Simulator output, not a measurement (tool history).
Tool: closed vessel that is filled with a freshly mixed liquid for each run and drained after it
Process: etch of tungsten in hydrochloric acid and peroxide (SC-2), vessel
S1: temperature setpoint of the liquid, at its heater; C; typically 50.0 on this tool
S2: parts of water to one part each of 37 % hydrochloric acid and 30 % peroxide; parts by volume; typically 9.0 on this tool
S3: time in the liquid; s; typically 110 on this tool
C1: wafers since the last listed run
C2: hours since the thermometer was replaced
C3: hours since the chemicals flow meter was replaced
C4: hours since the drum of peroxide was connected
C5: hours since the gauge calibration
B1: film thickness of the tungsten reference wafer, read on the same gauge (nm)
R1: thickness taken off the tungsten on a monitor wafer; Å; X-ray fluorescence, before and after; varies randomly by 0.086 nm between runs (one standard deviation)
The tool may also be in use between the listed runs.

Run 1, hour 0.0: usual settings; C1 0; C2 1753.2; C3 1353.7; C4 609.8; C5 141.3; B1 80.01. Result: R1 157.9 Å.
Run 2, hour 29.2: usual settings; C1 3233; C2 1782.4; C3 1382.9; C4 639.0; C5 170.5; B1 80.01. Result: R1 157.0 Å.
Run 3, hour 99.2: usual settings; C1 7750; C2 1852.4; C3 1452.9; C4 709.0; C5 240.5; B1 79.99. Result: R1 157.3 Å.
Run 4, hour 126.8: usual settings; C1 3055; C2 1880.0; C3 1480.5; C4 736.6; C5 268.1; B1 80.02. Result: R1 157.1 Å.
Run 5, hour 181.1: usual settings; C1 6012; C2 1934.3; C3 1534.8; C4 790.9; C5 322.4; B1 79.99. Result: R1 158.5 Å.
Run 6, hour 220.5: usual settings but S2 7.0 parts by volume, S3 85 s; C1 4362; C2 1973.7; C3 1574.2; C4 830.3; C5 361.8; B1 79.98. Result: R1 147.2 Å.
Run 7, hour 254.4: usual settings but S2 7.0 parts by volume, S3 85 s; C1 3753; C2 2007.6; C3 1608.1; C4 864.2; C5 395.7; B1 79.99. Result: R1 149.9 Å.
Run 8, hour 299.5: usual settings but S2 7.0 parts by volume, S3 85 s; C1 4993; C2 2052.7; C3 1653.2; C4 909.3; C5 440.8; B1 80.04. Result: R1 148.1 Å.
At hour 324.7: chemicals flow meter replaced.
Run 9, hour 349.8: usual settings; C1 5458; C2 2103.0; C3 25.1; C4 959.6; C5 491.1; B1 79.94. Result: R1 145.7 Å.
At hour 405.2: new drum of peroxide connected.
Run 10, hour 408.2: usual settings; C1 6355; C2 2161.4; C3 83.5; C4 3.0; C5 549.5; B1 79.99. Result: R1 154.3 Å.
At hour 412.3: thermometer replaced.
Run 11, hour 444.9: usual settings but S2 6.5 parts by volume, S3 65 s; C1 3952; C2 32.6; C3 120.2; C4 39.7; C5 586.2; B1 80.03. Result: R1 116.7 Å.
Run 12, hour 474.6: usual settings but S2 5.5 parts by volume, S3 60 s; C1 3288; C2 62.3; C3 149.9; C4 69.4; C5 615.9; B1 79.97. Result: R1 123.1 Å.
Run 13, hour 525.9: usual settings but S3 130 s; C1 5680; C2 113.6; C3 201.2; C4 120.7; C5 667.2; B1 79.93. Result: R1 182.3 Å.
At hour 530.5: gauge calibrated.
Run 14, hour 578.6: usual settings but S1 41.5 C, S2 5.0 parts by volume; C1 5835; C2 166.3; C3 253.9; C4 173.4; C5 48.1; B1 79.98. Result: R1 135.0 Å.
Run 15, hour 620.8: usual settings; C1 4672; C2 208.5; C3 296.1; C4 215.6; C5 90.3; B1 79.99. Result: R1 154.3 Å.
Run 16, hour 661.7: usual settings but S2 11.0 parts by volume, S3 130 s; C1 4528; C2 249.4; C3 337.0; C4 256.5; C5 131.2; B1 79.99. Result: R1 154.8 Å.
Run 17, hour 733.2: usual settings but S1 41.0 C, S2 10.5 parts by volume, S3 170 s; C1 7916; C2 320.9; C3 408.5; C4 328.0; C5 202.7; B1 79.93. Result: R1 112.1 Å.
Run 18, hour 772.7: usual settings; C1 4373; C2 360.4; C3 448.0; C4 367.5; C5 242.2; B1 80.00. Result: R1 152.5 Å.
Run 19, hour 804.2: usual settings but S3 125 s; C1 3487; C2 391.9; C3 479.5; C4 399.0; C5 273.7; B1 80.01. Result: R1 174.1 Å.

4 options for the next run, each taken on its own from the tool as it stands now. Forecast them:
Run A, hour 804.9: usual settings; C1 77; C2 392.6; C3 480.2; C4 399.7; C5 274.4; B1 ?. Result: R1 ?.
Run B, hour 804.9: usual settings but S1 42.0 C, S2 6.5 parts by volume; C1 77; C2 392.6; C3 480.2; C4 399.7; C5 274.4; B1 ?. Result: R1 ?.
Run C, hour 804.9: usual settings but S1 54.0 C; C1 77; C2 392.6; C3 480.2; C4 399.7; C5 274.4; B1 ?. Result: R1 ?.
Run D, hour 804.9: usual settings but S1 54.5 C, S2 7.0 parts by volume, S3 65 s; C1 77; C2 392.6; C3 480.2; C4 399.7; C5 274.4; B1 ?. Result: R1 ?.

run     B1     R1
  A  79.96  153.7
  B  79.96  114.8
  C  79.96  200.0
  D  79.96  148.9
What these runs would have given with no unlogged condition in the tool:
run     R1
  A  148.7
  B  111.3
  C  193.5
  D  144.3
